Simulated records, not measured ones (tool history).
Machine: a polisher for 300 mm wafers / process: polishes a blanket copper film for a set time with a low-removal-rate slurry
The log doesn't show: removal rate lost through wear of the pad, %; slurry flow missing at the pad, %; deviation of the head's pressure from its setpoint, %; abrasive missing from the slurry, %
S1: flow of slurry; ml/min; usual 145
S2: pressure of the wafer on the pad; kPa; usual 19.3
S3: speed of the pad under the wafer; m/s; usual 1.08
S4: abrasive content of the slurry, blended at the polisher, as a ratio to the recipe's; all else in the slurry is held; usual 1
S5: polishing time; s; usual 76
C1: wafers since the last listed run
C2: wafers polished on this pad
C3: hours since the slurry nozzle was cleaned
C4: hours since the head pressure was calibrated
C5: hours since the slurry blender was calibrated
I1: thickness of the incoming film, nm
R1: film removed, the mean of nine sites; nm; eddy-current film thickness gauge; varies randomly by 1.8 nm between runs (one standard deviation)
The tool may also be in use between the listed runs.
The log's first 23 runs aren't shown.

run      day   S1    S2    S3    S4  S5    C1    C2     C3     C4     C5     I1     R1
      82.358  -- slurry blender recalibrated
 24   86.117  145  24.1  0.72     1  76  1298  4244  263.5  191.1   90.2  698.3  172.5
 25   89.892  145  19.3  1.08     1  76  1145  5389  354.1  281.7  180.8  685.4  205.5
 26   92.712  120  19.3  1.08     1  76   856  6245  421.8  349.4  248.5    701  199.4
 27   95.975  145  12.4  1.08     1  76   990  7235  500.1  427.7  326.8  686.4  130.9
 28   97.779  145  19.3  1.08     1  94   547  7783  543.4    471  370.1  706.4  250.3
      98.088  -- worn pad replaced by a new one
      99.146  -- slurry nozzle cleaned
 29   99.917  145  19.3  1.32   1.2  76   585   541   18.5  522.3  421.4  692.7  255.5
     103.592  -- slurry blender recalibrated
 30  103.729  185  13.1  1.18     1  58  1131  1673    110  613.8    3.3  706.2  116.9
 31  106.758  100  12.4  1.08  1.15  86   919  2592  182.7  686.5     76  704.6  141.5

Predict each of these 3 candidate next runs independently; none follows another, all start after run 31:
  A  106.779  145  19.3  1.08   1  76   6  2599  183.2  687  76.5  696.2   ?
  B  106.779  145  26.2  1.24   1  76   6  2599  183.2  687  76.5  696.2   ?
  C  106.779  105  23.4  1.08   1  76   6  2599  183.2  687  76.5  696.2   ?

run     R1
  A  197.6
  B  307.8
  C  228.6
Stripped of hidden state, with their random variation kept, the same runs would have yielded:
run     R1
  A  212.4
  B  330.9
  C  245.8
